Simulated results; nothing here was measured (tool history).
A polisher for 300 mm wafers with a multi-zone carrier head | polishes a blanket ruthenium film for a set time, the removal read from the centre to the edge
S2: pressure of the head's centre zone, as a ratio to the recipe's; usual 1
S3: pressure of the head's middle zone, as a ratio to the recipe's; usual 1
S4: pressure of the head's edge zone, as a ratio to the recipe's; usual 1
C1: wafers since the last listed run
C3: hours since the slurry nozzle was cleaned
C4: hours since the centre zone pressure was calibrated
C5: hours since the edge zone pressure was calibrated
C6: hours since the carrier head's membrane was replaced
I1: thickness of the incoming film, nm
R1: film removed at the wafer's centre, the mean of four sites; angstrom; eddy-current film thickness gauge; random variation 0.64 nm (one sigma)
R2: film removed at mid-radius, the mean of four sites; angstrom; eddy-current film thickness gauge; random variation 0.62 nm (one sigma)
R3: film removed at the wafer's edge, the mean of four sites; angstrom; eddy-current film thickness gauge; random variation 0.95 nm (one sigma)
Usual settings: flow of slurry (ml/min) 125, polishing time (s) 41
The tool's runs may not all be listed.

run 1 day=0 | flow_of_slurry_(ml/min)=115 S2=1 S3=1 S4=1 polishing_time_(s)=41 | C1=0 wafers_polished_on_this_pad=185 C3=71.1 C4=560.3 C5=176.6 C6=762.5 | I1=238.2 | R1=661 R2=653 R3=669
-- day=2.508 centre zone pressure recalibrated
run 2 day=2.829 | flow_of_slurry_(ml/min)=115 S2=1 S3=1 S4=1 polishing_time_(s)=41 | C1=655 wafers_polished_on_this_pad=840 C3=139 C4=7.7 C5=244.5 C6=830.4 | I1=235.8 | R1=661 R2=662 R3=657
run 3 day=6.817 | flow_of_slurry_(ml/min)=115 S2=1 S3=1 S4=1 polishing_time_(s)=41 | C1=952 wafers_polished_on_this_pad=1792 C3=234.7 C4=103.4 C5=340.2 C6=926.1 | I1=239.4 | R1=646 R2=638 R3=644
-- day=10.204 worn pad replaced by a new one, repeated, since the last time left the tool worse
run 4 day=10.729 | flow_of_slurry_(ml/min)=125 S2=1 S3=1 S4=1 polishing_time_(s)=41 | C1=894 wafers_polished_on_this_pad=125 C3=328.6 C4=197.3 C5=434.1 C6=1020 | I1=238.2 | R1=757 R2=753 R3=755
run 5 day=12.742 | flow_of_slurry_(ml/min)=125 S2=1 S3=1 S4=1 polishing_time_(s)=41 | C1=480 wafers_polished_on_this_pad=605 C3=376.9 C4=245.6 C5=482.4 C6=1068.3 | I1=241.6 | R1=760 R2=767 R3=772
-- day=13.112 carrier head's membrane replaced by a new one
-- day=13.629 edge zone pressure recalibrated
run 6 day=17.112 | flow_of_slurry_(ml/min)=125 S2=1 S3=1 S4=1 polishing_time_(s)=41 | C1=973 wafers_polished_on_this_pad=1579 C3=481.8 C4=350.5 C5=83.6 C6=96 | I1=243.4 | R1=757 R2=742 R3=781
run 7 day=19.367 | flow_of_slurry_(ml/min)=125 S2=1 S3=1 S4=1.04 polishing_time_(s)=41 | C1=538 wafers_polished_on_this_pad=2117 C3=535.9 C4=404.6 C5=137.7 C6=150.1 | I1=235.8 | R1=753 R2=748 R3=773
run 8 day=22.962 | flow_of_slurry_(ml/min)=125 S2=1 S3=1 S4=1 polishing_time_(s)=41 | C1=858 wafers_polished_on_this_pad=2976 C3=622.2 C4=490.9 C5=224 C6=236.4 | I1=237.3 | R1=728 R2=729 R3=744
-- day=24.05 worn pad replaced by a new one
run 9 day=24.962 | flow_of_slurry_(ml/min)=125 S2=1.05 S3=1 S4=1 polishing_time_(s)=41 | C1=437 wafers_polished_on_this_pad=218 C3=670.2 C4=538.9 C5=272 C6=284.4 | I1=241.3 | R1=802 R2=761 R3=761
run 10 day=26.908 | flow_of_slurry_(ml/min)=125 S2=1 S3=1 S4=1 polishing_time_(s)=41 | C1=464 wafers_polished_on_this_pad=682 C3=716.9 C4=585.6 C5=318.7 C6=331.1 | I1=239.8 | R1=764 R2=767 R3=771
run 11 day=29.246 | flow_of_slurry_(ml/min)=125 S2=1 S3=1 S4=1 polishing_time_(s)=41 | C1=558 wafers_polished_on_this_pad=1240 C3=773 C4=641.7 C5=374.8 C6=387.2 | I1=236.6 | R1=762 R2=767 R3=759
-- day=29.421 slurry nozzle cleaned
run 12 day=30.904 | flow_of_slurry_(ml/min)=125 S2=0.9 S3=1.05 S4=1 polishing_time_(s)=41 | C1=385 wafers_polished_on_this_pad=1626 C3=35.6 C4=681.5 C5=414.6 C6=427 | I1=242.4 | R1=686 R2=782 R3=766
-- day=32.212 centre zone pressure recalibrated
run 13 day=32.417 | flow_of_slurry_(ml/min)=125 S2=1 S3=1.06 S4=1 polishing_time_(s)=41 | C1=341 wafers_polished_on_this_pad=1967 C3=71.9 C4=4.9 C5=450.9 C6=463.3 | I1=237.5 | R1=759 R2=778 R3=755
-- day=35.417 edge zone pressure recalibrated
run 14 day=35.438 | flow_of_slurry_(ml/min)=125 S2=1 S3=1 S4=1 polishing_time_(s)=41 | C1=701 wafers_polished_on_this_pad=2669 C3=144.4 C4=77.4 C5=0.5 C6=535.8 | I1=235.5 | R1=729 R2=729 R3=744
-- day=37.788 worn pad replaced by a new one
run 15 day=38.317 | flow_of_slurry_(ml/min)=125 S2=1 S3=0.94 S4=1 polishing_time_(s)=49 | C1=647 wafers_polished_on_this_pad=126 C3=213.5 C4=146.5 C5=69.6 C6=604.9 | I1=240.2 | R1=921 R2=875 R3=900
run 16 day=41.308 | flow_of_slurry_(ml/min)=125 S2=1 S3=1 S4=1.09 polishing_time_(s)=48 | C1=714 wafers_polished_on_this_pad=840 C3=285.3 C4=218.3 C5=141.4 C6=676.7 | I1=241.4 | R1=892 R2=889 R3=919
run 17 day=42.954 | flow_of_slurry_(ml/min)=125 S2=0.9 S3=1 S4=1 polishing_time_(s)=41 | C1=392 wafers_polished_on_this_pad=1233 C3=324.8 C4=257.8 C5=180.9 C6=716.2 | I1=238.3 | R1=695 R2=757 R3=777
run 18 day=44.912 | flow_of_slurry_(ml/min)=125 S2=0.95 S3=0.96 S4=1.06 polishing_time_(s)=32 | C1=467 wafers_polished_on_this_pad=1701 C3=371.8 C4=304.8 C5=227.9 C6=763.2 | I1=239.8 | R1=559 R2=566 R3=614
run 19 day=47.271 | flow_of_slurry_(ml/min)=125 S2=1 S3=1 S4=0.91 polishing_time_(s)=41 | C1=563 wafers_polished_on_this_pad=2264 C3=428.4 C4=361.4 C5=284.5 C6=819.8 | I1=236.7 | R1=747 R2=745 R3=726
run 20 day=49.429 | flow_of_slurry_(ml/min)=125 S2=0.88 S3=1 S4=1 polishing_time_(s)=41 | C1=515 wafers_polished_on_this_pad=2779 C3=480.2 C4=413.2 C5=336.3 C6=871.6 | I1=239.2 | R1=657 R2=733 R3=732
-- day=50.217 carrier head's membrane replaced by a new one
-- day=50.458 worn pad replaced by a new one
run 21 day=52.408 | flow_of_slurry_(ml/min)=100 S2=1 S3=0.95 S4=1.04 polishing_time_(s)=41 | C1=621 wafers_polished_on_this_pad=465 C3=551.7 C4=484.7 C5=407.8 C6=52.6 | I1=240.6 | R1=722 R2=705 R3=753
-- day=56.279 edge zone pressure recalibrated
run 22 day=56.325 | flow_of_slurry_(ml/min)=125 S2=1 S3=1 S4=1 polishing_time_(s)=41 | C1=915 wafers_polished_on_this_pad=1380 C3=645.7 C4=578.7 C5=1.1 C6=146.6 | I1=244.9 | R1=764 R2=750 R3=761

4 ways to go on from here, each from the tool as it stands after run 22. What would each give?
run A day=56.342 | flow_of_slurry_(ml/min)=125 S2=1 S3=1 S4=1 polishing_time_(s)=49 | C1=3 wafers_polished_on_this_pad=1384 C3=646.1 C4=579.1 C5=1.5 C6=147 | I1=243 | R1=? R2=? R3=?
run B day=56.342 | flow_of_slurry_(ml/min)=125 S2=1.04 S3=1 S4=1 polishing_time_(s)=37 | C1=3 wafers_polished_on_this_pad=1384 C3=646.1 C4=579.1 C5=1.5 C6=147 | I1=243 | R1=? R2=? R3=?
run C day=56.342 | flow_of_slurry_(ml/min)=110 S2=1 S3=1 S4=0.88 polishing_time_(s)=41 | C1=3 wafers_polished_on_this_pad=1384 C3=646.1 C4=579.1 C5=1.5 C6=147 | I1=243 | R1=? R2=? R3=?
run D day=56.342 | flow_of_slurry_(ml/min)=105 S2=1 S3=1 S4=1 polishing_time_(s)=41 | C1=3 wafers_polished_on_this_pad=1384 C3=646.1 C4=579.1 C5=1.5 C6=147 | I1=243 | R1=? R2=? R3=?

run=A R1=901 R2=913 R3=906
run=B R1=703 R2=689 R3=684
run=C R1=733 R2=746 R3=702
run=D R1=725 R2=738 R3=741
Without the tool's hidden state the same runs would have given:
run=A R1=911 R2=923 R3=916
run=B R1=711 R2=697 R3=692
run=C R1=741 R2=754 R3=710
run=D R1=733 R2=747 R3=749

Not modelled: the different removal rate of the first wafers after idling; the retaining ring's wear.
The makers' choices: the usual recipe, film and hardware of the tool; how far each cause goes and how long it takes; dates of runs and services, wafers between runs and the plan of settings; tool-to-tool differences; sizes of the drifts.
